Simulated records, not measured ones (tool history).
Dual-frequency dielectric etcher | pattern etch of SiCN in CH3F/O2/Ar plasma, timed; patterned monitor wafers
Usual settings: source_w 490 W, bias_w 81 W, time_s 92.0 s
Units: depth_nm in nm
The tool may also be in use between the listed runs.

run	hour	source_w	bias_w	time_s	read-back reference wafer on the same gauge, depth_nm	depth_nm
1	0.0	490	76	114.0	46.03	50.09
2	75.9	490	76	114.0	46.01	49.84
3	131.9	490	76	114.0	46.00	49.86
# hour 210.5: wet clean of the chamber
4	239.6	490	81	92.0	46.02	41.99
5	287.8	490	81	92.0	46.02	41.93
6	373.5	490	81	92.0	45.97	41.63
7	421.3	490	81	97.5	46.04	44.02
8	486.4	490	81	92.0	46.01	41.37
# hour 584.9: wet clean of the chamber
9	643.4	490	81	92.0	46.00	40.22
# hour 654.4: bias power generator calibrated
10	693.4	490	81	92.0	45.96	40.28
# hour 877.3: gauge calibrated
# hour 971.1: source power generator calibrated
# hour 972.5: wet clean of the chamber, repeated, since the last time left the tool worse
11	989.7	490	97	92.0	45.92	45.15
12	1052.1	410	87	102.0	46.01	44.03
13	1131.6	490	81	92.0	45.96	41.72
14	1175.2	490	81	92.0	46.00	41.29
15	1240.8	580	81	92.0	45.97	44.35
# hour 1303.3: upper electrode replaced
16	1307.4	380	81	81.5	46.03	32.68
# hour 1359.3: wet clean of the chamber
17	1364.1	490	81	80.0	45.95	36.61
18	1429.0	490	100	110.5	46.06	54.06
19	1529.8	390	88	92.0	46.03	39.15
20	1608.4	490	81	92.0	46.06	41.42
21	1708.3	380	81	81.5	45.98	32.72
# hour 1756.0: wet clean of the chamber
22	1803.5	370	63	92.0	45.99	33.71

The same runs without the tool's hidden state, with the same run-to-run variation:
The hidden state here: etch rate over this chamber's usual, %; source power that arrives over what is set, %; bias power that arrives over what is set, %; gauge reads high (%).
run	depth_nm
1	50.81
2	50.77
3	50.95
4	42.08
5	42.14
6	42.03
7	44.56
8	42.03
9	41.95
10	42.14
11	45.13
12	44.16
13	42.03
14	41.69
15	44.95
16	33.25
17	36.59
18	54.21
19	39.48
20	41.95
21	33.32
22	33.74
